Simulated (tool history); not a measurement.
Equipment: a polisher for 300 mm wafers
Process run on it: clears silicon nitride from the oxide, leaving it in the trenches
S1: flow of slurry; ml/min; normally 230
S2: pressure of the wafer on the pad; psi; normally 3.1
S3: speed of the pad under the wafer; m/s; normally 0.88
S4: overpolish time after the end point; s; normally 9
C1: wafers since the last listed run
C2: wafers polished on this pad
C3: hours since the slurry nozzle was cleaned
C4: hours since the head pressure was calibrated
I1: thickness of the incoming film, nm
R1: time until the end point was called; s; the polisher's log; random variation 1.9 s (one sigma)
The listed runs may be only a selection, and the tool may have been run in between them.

Run 1, hour 0.0: usual settings; C1 0; C2 1093; C3 160.2; C4 471.5; I1 79.9. Result: R1 101.2 s.
At hour 44.0: head pressure recalibrated.
Run 2, hour 71.8: usual settings but S2 3.4 psi; C1 661; C2 1754; C3 232.0; C4 27.8; I1 80.6. Result: R1 94.1 s.
Run 3, hour 118.1: usual settings; C1 439; C2 2193; C3 278.3; C4 74.1; I1 78.9. Result: R1 100.7 s.
Run 4, hour 167.9: usual settings; C1 472; C2 2666; C3 328.1; C4 123.9; I1 80.2. Result: R1 102.3 s.
At hour 177.0: slurry nozzle cleaned.
Run 5, hour 303.8: usual settings; C1 1279; C2 3945; C3 126.8; C4 259.8; I1 80.4. Result: R1 104.5 s.
At hour 317.1: worn pad replaced by a new one.
Run 6, hour 373.6: usual settings; C1 623; C2 535; C3 196.6; C4 329.6; I1 78.8. Result: R1 101.1 s.
Run 7, hour 438.3: usual settings but S3 1.10 m/s; C1 613; C2 1149; C3 261.3; C4 394.3; I1 80.0. Result: R1 85.6 s.
Run 8, hour 498.5: usual settings but S3 1.10 m/s; C1 570; C2 1719; C3 321.5; C4 454.5; I1 80.5. Result: R1 84.5 s.
At hour 590.3: slurry nozzle cleaned.
At hour 674.5: head pressure recalibrated.
Run 9, hour 705.1: usual settings but S2 3.7 psi; C1 1930; C2 3650; C3 114.8; C4 30.6; I1 81.2. Result: R1 88.2 s.
At hour 710.8: worn pad replaced by a new one.
Run 10, hour 776.4: usual settings but S1 180 ml/min; C1 638; C2 621; C3 186.1; C4 101.9; I1 80.0. Result: R1 101.8 s.
Run 11, hour 819.5: usual settings but S1 270 ml/min, S2 2.2 psi; C1 408; C2 1030; C3 229.2; C4 145.0; I1 80.2. Result: R1 132.9 s.
Run 12, hour 884.6: usual settings but S3 0.80 m/s; C1 617; C2 1647; C3 294.3; C4 210.1; I1 80.5. Result: R1 109.9 s.
Run 13, hour 915.5: usual settings but S3 0.80 m/s; C1 292; C2 1940; C3 325.2; C4 241.0; I1 80.5. Result: R1 112.9 s.
Run 14, hour 943.3: usual settings; C1 263; C2 2204; C3 353.0; C4 268.8; I1 79.5. Result: R1 101.6 s.
At hour 957.2: slurry nozzle cleaned.
Run 15, hour 967.6: usual settings; C1 220; C2 2425; C3 10.4; C4 293.1; I1 79.4. Result: R1 100.2 s.
Run 16, hour 1005.7: usual settings; C1 361; C2 2786; C3 48.5; C4 331.2; I1 79.4. Result: R1 100.2 s.
Run 17, hour 1036.1: usual settings but S1 255 ml/min, S2 2.4 psi, S3 1.06 m/s, S4 4 s; C1 288; C2 3074; C3 78.9; C4 361.6; I1 79.8. Result: R1 105.9 s.
Run 18, hour 1091.5: usual settings but S1 255 ml/min, S2 3.7 psi, S3 0.58 m/s, S4 13 s; C1 525; C2 3600; C3 134.3; C4 417.0; I1 79.8. Result: R1 121.7 s.
Run 19, hour 1120.5: usual settings but S2 4.1 psi, S3 0.78 m/s, S4 6 s; C1 274; C2 3875; C3 163.3; C4 446.0; I1 80.8. Result: R1 90.1 s.
At hour 1128.0: worn pad replaced by a new one.
Run 20, hour 1184.6: usual settings; C1 569; C2 536; C3 227.4; C4 510.1; I1 80.1. Result: R1 102.3 s.
Run 21, hour 1223.6: usual settings but S1 275 ml/min, S2 2.8 psi, S3 0.70 m/s, S4 4 s; C1 369; C2 906; C3 266.4; C4 549.1; I1 80.3. Result: R1 139.2 s.
Run 22, hour 1286.2: usual settings; C1 593; C2 1499; C3 329.0; C4 611.7; I1 79.9. Result: R1 103.8 s.
At hour 1290.4: head pressure recalibrated.
Run 23, hour 1310.6: usual settings; C1 212; C2 1712; C3 353.4; C4 20.2; I1 79.0. Result: R1 100.7 s.
Run 24, hour 1371.7: usual settings but S4 6 s; C1 579; C2 2291; C3 414.5; C4 81.3; I1 80.2. Result: R1 97.7 s.
At hour 1386.4: slurry nozzle cleaned.
Run 25, hour 1420.7: usual settings but S1 285 ml/min, S4 4 s; C1 455; C2 2746; C3 34.3; C4 130.3; I1 80.6. Result: R1 104.0 s.
At hour 1480.7: worn pad replaced by a new one.
Run 26, hour 1570.1: usual settings but S1 285 ml/min; C1 1378; C2 847; C3 183.7; C4 279.7; I1 79.2. Result: R1 98.0 s.
Run 27, hour 1629.1: usual settings but S1 255 ml/min, S2 3.7 psi, S3 0.58 m/s, S4 13 s; C1 559; C2 1406; C3 242.7; C4 338.7; I1 79.3. Result: R1 124.9 s.
Run 28, hour 1660.4: usual settings but S1 285 ml/min; C1 296; C2 1703; C3 274.0; C4 370.0; I1 80.6. Result: R1 97.0 s.
Run 29, hour 1698.5: usual settings but S1 160 ml/min, S2 3.8 psi, S3 0.78 m/s, S4 4 s; C1 361; C2 2065; C3 312.1; C4 408.1; I1 79.3. Result: R1 98.5 s.
Run 30, hour 1728.4: usual settings but S1 300 ml/min, S3 0.74 m/s; C1 283; C2 2348; C3 342.0; C4 438.0; I1 80.3. Result: R1 117.0 s.
At hour 1757.7: slurry nozzle cleaned.
Run 31, hour 1780.5: usual settings but S4 7 s; C1 484; C2 2833; C3 22.8; C4 490.1; I1 80.8. Result: R1 102.4 s.
Run 32, hour 1824.2: usual settings but S1 180 ml/min, S2 3.6 psi, S3 1.04 m/s, S4 7 s; C1 414; C2 3247; C3 66.5; C4 533.8; I1 79.2. Result: R1 77.2 s.
At hour 1850.9: worn pad replaced by a new one.
Run 33, hour 1884.0: usual settings; C1 529; C2 313; C3 126.3; C4 593.6; I1 78.4. Result: R1 97.7 s.

Entry by entry between the runs, the difference in hidden state between the last listed run before and the first listed run after:
From run 1 to run 2: head pressure recalibrated (hour 44.0)
  nothing in the hidden state changes from one run to the other
From run 4 to run 5: slurry nozzle cleaned (hour 177.0)
  nothing in the hidden state changes from one run to the other
From run 5 to run 6: worn pad replaced by a new one (hour 317.1)
  nothing in the hidden state changes from one run to the other
From run 8 to run 9: slurry nozzle cleaned (hour 590.3); head pressure recalibrated (hour 674.5)
  nothing in the hidden state changes from one run to the other
From run 9 to run 10: worn pad replaced by a new one (hour 710.8)
  nothing in the hidden state changes from one run to the other
From run 14 to run 15: slurry nozzle cleaned (hour 957.2)
  nothing in the hidden state changes from one run to the other
From run 19 to run 20: worn pad replaced by a new one (hour 1128.0)
  nothing in the hidden state changes from one run to the other
From run 22 to run 23: head pressure recalibrated (hour 1290.4)
  nothing in the hidden state changes from one run to the other
From run 24 to run 25: slurry nozzle cleaned (hour 1386.4)
  nothing in the hidden state changes from one run to the other
From run 25 to run 26: worn pad replaced by a new one (hour 1480.7)
  nothing in the hidden state changes from one run to the other
From run 30 to run 31: slurry nozzle cleaned (hour 1757.7)
  nothing in the hidden state changes from one run to the other
From run 32 to run 33: worn pad replaced by a new one (hour 1850.9)
  nothing in the hidden state changes from one run to the other
